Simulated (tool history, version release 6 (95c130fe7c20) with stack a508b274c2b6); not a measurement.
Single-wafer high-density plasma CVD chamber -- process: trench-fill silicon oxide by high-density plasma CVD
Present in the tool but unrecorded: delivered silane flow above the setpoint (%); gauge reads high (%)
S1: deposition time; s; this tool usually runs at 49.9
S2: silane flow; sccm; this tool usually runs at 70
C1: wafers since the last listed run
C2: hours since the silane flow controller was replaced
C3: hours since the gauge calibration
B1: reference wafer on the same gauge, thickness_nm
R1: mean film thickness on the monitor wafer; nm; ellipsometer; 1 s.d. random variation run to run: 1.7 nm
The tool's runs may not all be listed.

| run | hour | S1 | S2 | C1 | C2 | C3 | B1 | R1 |
|---|---|---|---|---|---|---|---|---|
| 1 | 0 | 49.9 | 66 | 0 | 1522.9 | 975.6 | 309.787 | 320.822 |
| 2 | 59.5 | 49.9 | 66 | 1251 | 1582.4 | 1035.1 | 309.793 | 323.1 |
| 3 | 112.9 | 53.8 | 70 | 1123 | 1635.8 | 1088.5 | 310.307 | 367.601 |
| 4 | 174.1 | 49.9 | 70 | 1287 | 1697 | 1149.7 | 309.83 | 342.21 |
|  | 201.4 | gauge calibrated |
| 5 | 208.3 | 49.9 | 70 | 719 | 1731.2 | 6.9 | 309.626 | 342.172 |
| 6 | 273.2 | 49.9 | 70 | 1365 | 1796.1 | 71.8 | 309.865 | 343.362 |
| 7 | 306.6 | 49.9 | 70 | 702 | 1829.5 | 105.2 | 309.636 | 343.676 |
| 8 | 352.6 | 43.7 | 70 | 967 | 1875.5 | 151.2 | 309.785 | 300.839 |
| 9 | 530.9 | 43.7 | 70 | 3750 | 2053.8 | 329.5 | 309.787 | 300.337 |
| 10 | 573.6 | 43.7 | 70 | 898 | 2096.5 | 372.2 | 309.975 | 298.746 |
| 11 | 617 | 49.9 | 70 | 912 | 2139.9 | 415.6 | 310.294 | 343.071 |
| 12 | 687.4 | 49.9 | 70 | 1480 | 2210.3 | 486 | 310.58 | 341.73 |
| 13 | 745.9 | 49.9 | 70 | 1230 | 2268.8 | 544.5 | 309.872 | 344.559 |
| 14 | 796.7 | 44.6 | 62 | 1068 | 2319.6 | 595.3 | 310.261 | 272.436 |
|  | 843.6 | silane flow controller replaced |
| 15 | 854.1 | 40.2 | 83 | 1039 | 10.5 | 652.7 | 309.889 | 326.919 |
| 16 | 886.4 | 54 | 62 | 679 | 42.8 | 685 | 310.1 | 328.167 |
| 17 | 940 | 42.1 | 60 | 1127 | 96.4 | 738.6 | 310.104 | 246.825 |
| 18 | 1107.3 | 49.9 | 70 | 3519 | 263.7 | 905.9 | 309.976 | 345.332 |
| 19 | 1161.2 | 45.6 | 74 | 1133 | 317.6 | 959.8 | 309.518 | 329.574 |
|  | 1166.4 | gauge calibrated |
| 20 | 1226.2 | 57.9 | 65 | 1367 | 382.6 | 59.8 | 309.693 | 366.912 |
| 21 | 1277.6 | 49.9 | 57 | 1081 | 434 | 111.2 | 310.2 | 279.64 |
| 22 | 1339.6 | 43.7 | 70 | 1304 | 496 | 173.2 | 309.867 | 300.004 |
| 23 | 1366.6 | 41.4 | 81 | 567 | 523 | 200.2 | 310.241 | 327.973 |
| 24 | 1432 | 40.6 | 66 | 1375 | 588.4 | 265.6 | 310.104 | 262.038 |
| 25 | 1490.9 | 40.5 | 84 | 1238 | 647.3 | 324.5 | 309.984 | 332.173 |

Below are 3 alternative next runs, each starting from the tool's condition after run 25. Predict each:
| A | 1491.3 | 57.8 | 70 | 8 | 647.7 | 324.9 | ? | ? |
| B | 1491.3 | 58.8 | 81 | 8 | 647.7 | 324.9 | ? | ? |
| C | 1491.3 | 42.3 | 81 | 8 | 647.7 | 324.9 | ? | ? |

| run | B1 | R1 |
|---|---|---|
| A | 310.311 | 399.039 |
| B | 310.311 | 469.734 |
| C | 310.311 | 337.921 |
With no hidden state in the tool, these same runs would have given:
| run | R1 |
|---|---|
| A | 399.039 |
| B | 469.734 |
| C | 337.921 |
